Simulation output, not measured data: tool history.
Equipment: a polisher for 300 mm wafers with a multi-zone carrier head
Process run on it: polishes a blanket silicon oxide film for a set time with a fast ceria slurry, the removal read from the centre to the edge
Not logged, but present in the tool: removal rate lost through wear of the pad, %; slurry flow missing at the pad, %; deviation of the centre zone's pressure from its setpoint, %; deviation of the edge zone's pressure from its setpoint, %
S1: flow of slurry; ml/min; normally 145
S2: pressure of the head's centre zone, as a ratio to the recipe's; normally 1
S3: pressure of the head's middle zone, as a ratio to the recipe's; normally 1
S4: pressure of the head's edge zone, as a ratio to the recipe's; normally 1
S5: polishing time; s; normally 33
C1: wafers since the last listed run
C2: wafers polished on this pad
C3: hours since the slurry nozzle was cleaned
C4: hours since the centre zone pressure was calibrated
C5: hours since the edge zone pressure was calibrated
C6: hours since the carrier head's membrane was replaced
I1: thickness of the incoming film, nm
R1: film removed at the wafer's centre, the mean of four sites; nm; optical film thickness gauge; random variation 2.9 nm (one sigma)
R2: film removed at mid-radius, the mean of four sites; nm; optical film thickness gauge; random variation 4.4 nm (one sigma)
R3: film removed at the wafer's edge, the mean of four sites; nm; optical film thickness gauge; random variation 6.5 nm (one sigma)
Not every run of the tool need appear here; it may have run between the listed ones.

run   hour   S1    S2    S3    S4  S5   C1    C2     C3      C4      C5      C6      I1     R1     R2     R3
  1      0  145     1     1     1  33    0    93  388.9  1067.5  1137.7  1212.6  3900.3    446  428.5    446
  2   11.9  145     1     1     1  33  132   225  400.8  1079.4  1149.6  1224.5  3915.5  442.3    425  429.7
  3   28.5  145     1     1     1  33  185   411  417.4    1096  1166.2  1241.1  3809.1    436  411.9  423.9
  4   40.7  145     1     1     1  33  136   547  429.6  1108.2  1178.4  1253.3    3859  434.7  416.8  426.5
  5   54.5  145     1     1     1  33  154   701  443.4    1122  1192.2  1267.1  3937.3  425.4  412.5  424.6
  6   65.5  145     1     1     1  33  122   824  454.4    1133  1203.2  1278.1  3853.4  425.6  407.1  414.3
      76.9  -- slurry nozzle cleaned
  7   80.4  145     1     1     1  33  155   979    3.5  1147.9  1218.1    1293    3816  420.5  405.5  423.5
     101.7  -- carrier head's membrane replaced by a new one
  8  102.2  160  1.11  0.95   0.9  33  187  1166   25.3  1169.7  1239.9     0.5    3814  467.1  393.5  403.4
  9    115  130  0.96     1  1.03  40  142  1309   38.1  1182.5  1252.7    13.3  3793.2  479.5  479.6  498.3
 10  122.9  160  0.95  0.89   0.9  33   88  1398     46  1190.4  1260.6    21.2  3839.5  410.9  371.6  394.7
     125.4  -- edge zone pressure recalibrated
       127  -- worn pad replaced by a new one
 11  140.4  105     1     1     1  33  154   149   63.5  1207.9      15    38.7  3857.7  408.8  391.3  414.5
 12  150.8  160  1.11  0.95   0.9  33  116   265   73.9  1218.3    25.4    49.1  3889.7  491.3  408.6  421.1
     159.5  -- centre zone pressure recalibrated
 13    168  145     1  0.92  0.94  33  169   435   91.1     8.5    42.6    66.3  3832.8  433.2  392.6  420.8
 14  185.6  145     1  1.03  1.04  40  196   631  108.7    26.1    60.2    83.9  3853.3  518.5  519.9  510.3
 15  201.2  145     1     1     1  33  174   805  124.3    41.7    75.8    99.5  3824.3  423.1  413.4  420.3

Below are 5 alternative next runs, each starting from the tool's condition after run 15. Predict each:
  A  201.6  190     1   1    1  33   4  810  124.7  42.1  76.2  99.9  3925   ?   ?   ?
  B  201.6  120  0.94   1    1  33   4  810  124.7  42.1  76.2  99.9  3925   ?   ?   ?
  C  201.6  120     1   1    1  33   4  810  124.7  42.1  76.2  99.9  3925   ?   ?   ?
  D  201.6  145  0.89   1  1.1  33   4  810  124.7  42.1  76.2  99.9  3925   ?   ?   ?
  E  201.6  160  0.94   1    1  28   4  810  124.7  42.1  76.2  99.9  3925   ?   ?   ?

run     R1     R2     R3
  A  447.4  429.2  430.9
  B  385.3  393.6  404.9
  C  405.4  393.5  404.9
  D  385.9  409.8  436.7
  E  349.5  354.1  358.2
The same runs, with their run-to-run variation unchanged, on a tool lacking any hidden condition would have given:
run     R1     R2     R3
  A  487.2  467.4  469.2
  B  419.6  428.6    441
  C  441.5  428.5    441
  D  420.3  446.3  475.6
  E  380.6  385.7  390.1

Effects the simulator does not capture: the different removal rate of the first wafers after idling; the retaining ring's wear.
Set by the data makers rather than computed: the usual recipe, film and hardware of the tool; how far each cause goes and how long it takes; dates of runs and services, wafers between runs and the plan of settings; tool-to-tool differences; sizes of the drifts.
